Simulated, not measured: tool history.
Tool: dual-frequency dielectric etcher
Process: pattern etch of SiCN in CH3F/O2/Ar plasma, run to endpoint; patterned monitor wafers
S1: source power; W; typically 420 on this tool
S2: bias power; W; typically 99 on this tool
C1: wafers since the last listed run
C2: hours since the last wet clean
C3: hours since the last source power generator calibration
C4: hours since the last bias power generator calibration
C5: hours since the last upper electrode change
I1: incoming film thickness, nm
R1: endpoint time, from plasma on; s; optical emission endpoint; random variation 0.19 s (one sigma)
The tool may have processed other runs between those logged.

run   hour   S1   S2   C1     C2      C3      C4      C5     I1    R1
  1      0  420   99    0  288.7  2632.4  2590.4  2099.5  12.88  30.3
  2   14.8  420   99  158  303.5  2647.2  2605.2  2114.3  12.83  30.8
  3   39.5  420   99  263  328.2  2671.9  2629.9    2139  12.75  30.3
  4   54.7  340  107  162  343.4  2687.1  2645.1  2154.2  12.76  33.5
  5  144.3  340  107  957    433  2776.7  2734.7  2243.8  12.86  33.4
  6  164.4  420   99  214  453.1  2796.8  2754.8  2263.9  12.91  30.7
     179.2  -- source power generator calibrated
     195.8  -- wet clean of the chamber
  7  196.3  420   99  121    0.5    17.1  2786.7  2295.8  12.82  30.5
  8  210.9  420   99  155   15.1    31.7  2801.3  2310.4   12.8  30.7
  9  228.6  420   99  189   32.8    49.4    2819  2328.1  12.91  30.8
 10  251.1  420   99  240   55.3    71.9  2841.5  2350.6  12.91  30.5
     285.9  -- upper electrode replaced
 11  286.4  380   75  120   90.6   107.2  2876.8     0.5  12.81  35.2
 12  289.1  470  113   28   93.3   109.9  2879.5     3.2  12.84  27.1
     297.5  -- bias power generator calibrated
 13  305.5  390   88  132  109.7   126.3       8    19.6  12.69  32.9
 14  328.8  490   99  248    133   149.6    31.3    42.9  12.74    28
 15    356  470   77  290  160.2   176.8    58.5    70.1  12.72  31.5
 16  385.3  420   99  312  189.5   206.1    87.8    99.4  12.79  30.3
 17  400.5  510   91  162  204.7   221.3     103   114.6  12.88  28.4
 18  431.2  420   99  327  235.4     252   133.7   145.3  12.72  30.2

Predict each of these 3 candidate next runs independently; none follows another, all start after run 18:
  A  431.6  480   99   4  235.8  252.4  134.1  145.7  12.7   ?
  B  431.6  460  106   4  235.8  252.4  134.1  145.7  12.7   ?
  C  431.6  390   99   4  235.8  252.4  134.1  145.7  12.7   ?

run    R1
  A  27.9
  B  27.8
  C  31.1
The same runs, with their run-to-run variation unchanged, on a tool lacking any hidden condition would have given:
run    R1
  A  27.9
  B  27.8
  C  31.1

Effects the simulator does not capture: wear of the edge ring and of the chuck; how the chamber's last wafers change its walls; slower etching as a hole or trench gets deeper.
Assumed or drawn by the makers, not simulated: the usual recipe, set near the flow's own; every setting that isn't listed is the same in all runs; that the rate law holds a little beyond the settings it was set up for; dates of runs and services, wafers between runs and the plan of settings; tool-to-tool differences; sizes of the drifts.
